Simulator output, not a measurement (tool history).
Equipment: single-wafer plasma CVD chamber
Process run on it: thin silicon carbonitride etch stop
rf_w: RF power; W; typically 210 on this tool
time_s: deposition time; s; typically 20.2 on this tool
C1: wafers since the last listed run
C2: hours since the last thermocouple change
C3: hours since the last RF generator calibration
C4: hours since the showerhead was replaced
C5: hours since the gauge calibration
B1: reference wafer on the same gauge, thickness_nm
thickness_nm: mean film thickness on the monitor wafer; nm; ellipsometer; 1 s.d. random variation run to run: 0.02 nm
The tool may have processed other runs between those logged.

run 1 hour=0 | rf_w=210 time_s=20.2 | C1=0 C2=1865.8 C3=1309.2 C4=3123.1 C5=310.2 | B1=11.599 | thickness_nm=12.141
run 2 hour=19.1 | rf_w=210 time_s=20.2 | C1=497 C2=1884.9 C3=1328.3 C4=3142.2 C5=329.3 | B1=11.605 | thickness_nm=12.126
run 3 hour=42.2 | rf_w=210 time_s=20.2 | C1=601 C2=1908 C3=1351.4 C4=3165.3 C5=352.4 | B1=11.597 | thickness_nm=12.111
run 4 hour=75.4 | rf_w=210 time_s=20.2 | C1=863 C2=1941.2 C3=1384.6 C4=3198.5 C5=385.6 | B1=11.594 | thickness_nm=12.119
-- hour=92.5 gauge calibrated
run 5 hour=110.5 | rf_w=210 time_s=20.2 | C1=913 C2=1976.3 C3=1419.7 C4=3233.6 C5=18 | B1=11.604 | thickness_nm=12.111
run 6 hour=141.8 | rf_w=210 time_s=20.2 | C1=814 C2=2007.6 C3=1451 C4=3264.9 C5=49.3 | B1=11.597 | thickness_nm=12.124
run 7 hour=167 | rf_w=210 time_s=20.2 | C1=655 C2=2032.8 C3=1476.2 C4=3290.1 C5=74.5 | B1=11.599 | thickness_nm=12.126
run 8 hour=199.1 | rf_w=210 time_s=17 | C1=835 C2=2064.9 C3=1508.3 C4=3322.2 C5=106.6 | B1=11.601 | thickness_nm=10.192
run 9 hour=233.1 | rf_w=210 time_s=20.2 | C1=884 C2=2098.9 C3=1542.3 C4=3356.2 C5=140.6 | B1=11.601 | thickness_nm=12.121
-- hour=242.5 thermocouple changed; heater temperature recalibrated
-- hour=261.2 showerhead replaced
run 10 hour=261.7 | rf_w=210 time_s=20.2 | C1=327 C2=19.2 C3=1570.9 C4=0.5 C5=169.2 | B1=11.601 | thickness_nm=12.106
-- hour=282.8 RF generator calibrated
run 11 hour=283.3 | rf_w=185 time_s=20.2 | C1=353 C2=40.8 C3=0.5 C4=22.1 C5=190.8 | B1=11.596 | thickness_nm=11.976
run 12 hour=292.9 | rf_w=185 time_s=20.2 | C1=249 C2=50.4 C3=10.1 C4=31.7 C5=200.4 | B1=11.6 | thickness_nm=12.003
run 13 hour=306.1 | rf_w=185 time_s=20.2 | C1=343 C2=63.6 C3=23.3 C4=44.9 C5=213.6 | B1=11.603 | thickness_nm=11.979
run 14 hour=331.4 | rf_w=210 time_s=20.2 | C1=658 C2=88.9 C3=48.6 C4=70.2 C5=238.9 | B1=11.606 | thickness_nm=12.349
run 15 hour=366.2 | rf_w=210 time_s=20.2 | C1=905 C2=123.7 C3=83.4 C4=105 C5=273.7 | B1=11.604 | thickness_nm=12.342
run 16 hour=391.3 | rf_w=175 time_s=24.1 | C1=653 C2=148.8 C3=108.5 C4=130.1 C5=298.8 | B1=11.598 | thickness_nm=14.04
run 17 hour=408.1 | rf_w=190 time_s=23.6 | C1=437 C2=165.6 C3=125.3 C4=146.9 C5=315.6 | B1=11.598 | thickness_nm=14.052
run 18 hour=434.4 | rf_w=210 time_s=18.7 | C1=684 C2=191.9 C3=151.6 C4=173.2 C5=341.9 | B1=11.6 | thickness_nm=11.404
run 19 hour=454 | rf_w=220 time_s=17.8 | C1=510 C2=211.5 C3=171.2 C4=192.8 C5=361.5 | B1=11.603 | thickness_nm=10.991
run 20 hour=477.3 | rf_w=235 time_s=16.7 | C1=606 C2=234.8 C3=194.5 C4=216.1 C5=384.8 | B1=11.599 | thickness_nm=10.498
-- hour=486.1 gauge calibrated
run 21 hour=501.4 | rf_w=210 time_s=20.2 | C1=627 C2=258.9 C3=218.6 C4=240.2 C5=15.3 | B1=11.594 | thickness_nm=12.336
run 22 hour=517.9 | rf_w=250 time_s=17.3 | C1=429 C2=275.4 C3=235.1 C4=256.7 C5=31.8 | B1=11.606 | thickness_nm=11.038
run 23 hour=530.9 | rf_w=230 time_s=23.1 | C1=338 C2=288.4 C3=248.1 C4=269.7 C5=44.8 | B1=11.602 | thickness_nm=14.398
run 24 hour=610.8 | rf_w=250 time_s=20.2 | C1=2079 C2=368.3 C3=328 C4=349.6 C5=124.7 | B1=11.602 | thickness_nm=12.867
run 25 hour=635.9 | rf_w=245 time_s=20.2 | C1=653 C2=393.4 C3=353.1 C4=374.7 C5=149.8 | B1=11.603 | thickness_nm=12.728
run 26 hour=658.6 | rf_w=210 time_s=20.2 | C1=590 C2=416.1 C3=375.8 C4=397.4 C5=172.5 | B1=11.602 | thickness_nm=12.258
run 27 hour=674.6 | rf_w=220 time_s=20.2 | C1=416 C2=432.1 C3=391.8 C4=413.4 C5=188.5 | B1=11.607 | thickness_nm=12.412

Below are 5 alternative next runs, each starting from the tool's condition after run 27. Predict each:
run A hour=675 | rf_w=210 time_s=20.2 | C1=10 C2=432.5 C3=392.2 C4=413.8 C5=188.9 | B1=? | thickness_nm=?
run B hour=675 | rf_w=240 time_s=23.6 | C1=10 C2=432.5 C3=392.2 C4=413.8 C5=188.9 | B1=? | thickness_nm=?
run C hour=675 | rf_w=190 time_s=22.8 | C1=10 C2=432.5 C3=392.2 C4=413.8 C5=188.9 | B1=? | thickness_nm=?
run D hour=675 | rf_w=185 time_s=16.4 | C1=10 C2=432.5 C3=392.2 C4=413.8 C5=188.9 | B1=? | thickness_nm=?
run E hour=675 | rf_w=195 time_s=21.4 | C1=10 C2=432.5 C3=392.2 C4=413.8 C5=188.9 | B1=? | thickness_nm=?

run=A B1=11.599 thickness_nm=12.274
run=B B1=11.599 thickness_nm=14.853
run=C B1=11.599 thickness_nm=13.498
run=D B1=11.599 thickness_nm=9.643
run=E B1=11.599 thickness_nm=12.755
The same runs, with their run-to-run variation unchanged, on a tool lacking any hidden condition would have given:
run=A thickness_nm=12.431
run=B thickness_nm=15.043
run=C thickness_nm=13.671
run=D thickness_nm=9.767
run=E thickness_nm=12.918
